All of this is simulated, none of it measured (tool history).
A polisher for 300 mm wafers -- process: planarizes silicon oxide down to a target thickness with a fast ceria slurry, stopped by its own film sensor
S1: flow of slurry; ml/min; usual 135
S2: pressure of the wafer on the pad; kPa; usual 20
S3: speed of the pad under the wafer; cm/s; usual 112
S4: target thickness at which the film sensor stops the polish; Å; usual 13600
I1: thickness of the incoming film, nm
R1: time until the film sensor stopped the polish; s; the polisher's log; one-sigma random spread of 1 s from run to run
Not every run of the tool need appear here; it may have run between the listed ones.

run,day,S1,S2,S3,S4,I1,R1
1,0,135,20,112,13600,2387.8,58.5
2,0.562,135,20,112,13600,2376.2,61
3,1.154,135,20,112,13600,2426.1,60
4,2.258,135,20,112,13600,2372.7,60
5,2.858,135,20,94,13600,2377,66.5
6,3.533,135,20,94,13600,2432.8,72.7
# day 4.271: worn pad replaced by a new one
7,4.362,135,20,112,13600,2407,60.3
8,5.796,135,20,112,13600,2355.8,60.5
9,6.988,135,20,112,13600,2396.8,59.7
10,7.604,135,20,98,13600,2386.3,67.9
# day 8.592: worn pad replaced by a new one
11,8.988,135,20,112,13600,2360.8,60.2
12,11.633,135,20,112,13600,2374.6,62
# day 12.712: worn pad replaced by a new one
# day 13.017: head pressure recalibrated
13,15.067,120,20,112,13600,2376.9,67.8
14,16.092,135,20,112,13600,2392.9,68.5
# day 16.179: slurry nozzle cleaned
15,16.733,110,17.9,112,13600,2422.3,72.3
# day 17.879: worn pad replaced by a new one
16,17.9,135,15.2,98,11960,2396.1,102.2
17,19.333,90,20,112,13600,2374.3,65.5
18,20.279,115,20,138,13600,2368.2,50.2
19,21.121,110,20,112,13600,2340.3,62.4
# day 21.858: worn pad replaced by a new one
20,22.508,165,26.9,142,13600,2347.2,34.8
21,23.138,135,20,112,13600,2397.1,61.6

Forecast each of these 4 alternatives for the next run:
A,23.154,135,20,112,13600,2397.1,?
B,23.154,115,20,84,11170,2397.1,?
C,23.154,135,20,78,13600,2397.1,?
D,23.154,115,20,112,13600,2397.1,?

run,R1
A,60.5
B,96.7
C,79.2
D,63.1
Stripped of hidden state, with their random variation kept, the same runs would have yielded:
run,R1
A,58.6
B,93.2
C,76.7
D,60.8
